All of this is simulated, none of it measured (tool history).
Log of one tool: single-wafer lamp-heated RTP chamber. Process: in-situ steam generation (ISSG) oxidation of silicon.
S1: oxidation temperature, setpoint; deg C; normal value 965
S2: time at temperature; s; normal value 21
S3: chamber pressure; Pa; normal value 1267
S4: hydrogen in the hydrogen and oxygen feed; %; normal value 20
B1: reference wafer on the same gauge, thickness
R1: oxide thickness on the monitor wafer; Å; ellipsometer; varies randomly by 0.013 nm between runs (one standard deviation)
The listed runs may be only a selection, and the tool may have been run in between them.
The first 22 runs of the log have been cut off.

| run | hour | S1 | S2 | S3 | S4 | B1 | R1 |
|---|---|---|---|---|---|---|---|
| 23 | 583 | 959 | 21 | 1360 | 20 | 5.19 | 46.73 |
| 24 | 607.3 | 965 | 21 | 1133 | 25 | 5.189 | 51.2 |
| 25 | 625.3 | 965 | 21 | 1267 | 11 | 5.189 | 42.5 |
| 26 | 645.4 | 981 | 29 | 1360 | 11 | 5.19 | 52.05 |
| 27 | 676.8 | 965 | 26 | 1120 | 20 | 5.188 | 53.67 |
| 28 | 696.8 | 965 | 21 | 1360 | 14 | 5.189 | 44.38 |
| 29 | 712.9 | 951 | 27 | 1360 | 20 | 5.185 | 50.67 |
| 30 | 744.5 | 977 | 27 | 1333 | 20 | 5.188 | 56.25 |
|  | 840.3 | pyrometer window cleaned and pyrometer calibrated |
| 31 | 840.8 | 953 | 21 | 1267 | 20 | 5.192 | 46.33 |
| 32 | 859.6 | 965 | 21 | 1267 | 20 | 5.187 | 48.08 |

Branching from run 32: 3 alternative next runs. What would each branch give?
| A | 860.1 | 965 | 21 | 1267 | 20 | ? | ? |
| B | 860.1 | 965 | 25 | 1173 | 11 | ? | ? |
| C | 860.1 | 965 | 21 | 1333 | 24 | ? | ? |

| run | B1 | R1 |
|---|---|---|
| A | 5.189 | 48.21 |
| B | 5.189 | 46.43 |
| C | 5.189 | 49.68 |
Without the tool's unlogged condition, the same runs would have read:
| run | R1 |
|---|---|
| A | 48.2 |
| B | 46.42 |
| C | 49.67 |
